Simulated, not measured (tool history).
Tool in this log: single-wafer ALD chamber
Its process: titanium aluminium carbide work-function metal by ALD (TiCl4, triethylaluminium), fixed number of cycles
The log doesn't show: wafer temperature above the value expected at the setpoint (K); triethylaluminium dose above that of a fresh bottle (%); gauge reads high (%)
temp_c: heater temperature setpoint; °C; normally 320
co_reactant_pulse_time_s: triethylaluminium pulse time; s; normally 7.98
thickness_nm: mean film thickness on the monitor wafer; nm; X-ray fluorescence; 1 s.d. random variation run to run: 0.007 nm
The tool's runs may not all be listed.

run,hour,temp_c,co_reactant_pulse_time_s,wafers since the last listed run,hours since the last thermocouple change,hours since the last triethylaluminium bottle change,hours since the showerhead was replaced,hours since the gauge calibration,"read-back reference wafer on the same gauge, thickness_nm",thickness_nm
1,0.0,320,7.98,0,2095.7,42.9,3870.5,3431.5,1.901,1.994
2,90.5,320,7.98,1191,2186.2,133.4,3961.0,3522.0,1.900,1.993
3,192.7,317,7.98,1345,2288.4,235.6,4063.2,3624.2,1.900,1.975
4,274.1,317,7.98,1071,2369.8,317.0,4144.6,3705.6,1.900,1.967
5,326.5,317,7.98,689,2422.2,369.4,4197.0,3758.0,1.900,1.962
6,421.9,320,7.98,1255,2517.6,464.8,4292.4,3853.4,1.901,1.993
# hour 502.6: showerhead replaced
7,513.3,320,7.98,1097,2609.0,556.2,10.7,3944.8,1.901,1.974
8,696.5,320,7.98,2411,2792.2,739.4,193.9,4128.0,1.899,1.973
9,738.2,320,7.98,548,2833.9,781.1,235.6,4169.7,1.900,1.976
# hour 817.0: thermocouple changed; heater temperature recalibrated
10,839.8,311,9.54,1232,22.8,882.7,337.2,4271.3,1.900,1.970
11,887.8,329,9.90,631,70.8,930.7,385.2,4319.3,1.900,2.120
# hour 937.4: gauge calibrated
12,972.0,333,6.61,1108,155.0,1014.9,469.4,34.6,1.900,1.987
13,1031.2,334,5.24,779,214.2,1074.1,528.6,93.8,1.899,1.856
14,1105.9,312,8.85,983,288.9,1148.8,603.3,168.5,1.900,1.951
15,1345.2,320,7.98,3149,528.2,1388.1,842.6,407.8,1.899,1.959
16,1417.5,320,7.98,951,600.5,1460.4,914.9,480.1,1.898,1.962
17,1520.6,320,7.98,1357,703.6,1563.5,1018.0,583.2,1.899,1.953
18,1559.7,320,7.05,514,742.7,1602.6,1057.1,622.3,1.900,1.901
# hour 1740.4: triethylaluminium bottle replaced
19,1875.4,310,9.40,4050,1058.4,135.0,1372.8,938.0,1.899,1.968
20,1924.8,312,10.27,650,1107.8,184.4,1422.2,987.4,1.899,2.018
21,1979.0,320,7.98,713,1162.0,238.6,1476.4,1041.6,1.900,1.985
22,2187.8,305,5.14,2748,1370.8,447.4,1685.2,1250.4,1.900,1.682
23,2262.4,320,7.98,981,1445.4,522.0,1759.8,1325.0,1.900,1.972
24,2350.2,307,6.99,1155,1533.2,609.8,1847.6,1412.8,1.899,1.836
25,2420.4,331,5.03,924,1603.4,680.0,1917.8,1483.0,1.899,1.827
26,2508.2,320,7.98,1155,1691.2,767.8,2005.6,1570.8,1.900,1.975
27,2769.6,308,10.78,3440,1952.6,1029.2,2267.0,1832.2,1.901,1.971
28,2867.4,320,7.98,1287,2050.4,1127.0,2364.8,1930.0,1.900,1.963
29,2965.4,320,9.99,1289,2148.4,1225.0,2462.8,2028.0,1.900,2.029
30,3037.5,328,7.98,949,2220.5,1297.1,2534.9,2100.1,1.899,2.008
31,3141.0,320,7.98,1362,2324.0,1400.6,2638.4,2203.6,1.900,1.957
32,3221.5,320,6.04,1059,2404.5,1481.1,2718.9,2284.1,1.901,1.818

Forecast each of these 5 alternatives for the next run:
A,3221.9,320,6.76,5,2404.9,1481.5,2719.3,2284.5,?,?
B,3221.9,306,5.27,5,2404.9,1481.5,2719.3,2284.5,?,?
C,3221.9,308,6.69,5,2404.9,1481.5,2719.3,2284.5,?,?
D,3221.9,320,6.77,5,2404.9,1481.5,2719.3,2284.5,?,?
E,3221.9,307,10.66,5,2404.9,1481.5,2719.3,2284.5,?,?

run,"read-back reference wafer on the same gauge, thickness_nm",thickness_nm
A,1.900,1.884
B,1.900,1.656
C,1.900,1.793
D,1.900,1.885
E,1.900,1.957
Without the tool's hidden state the same runs would have given:
run,thickness_nm
A,1.947
B,1.730
C,1.854
D,1.947
E,1.985
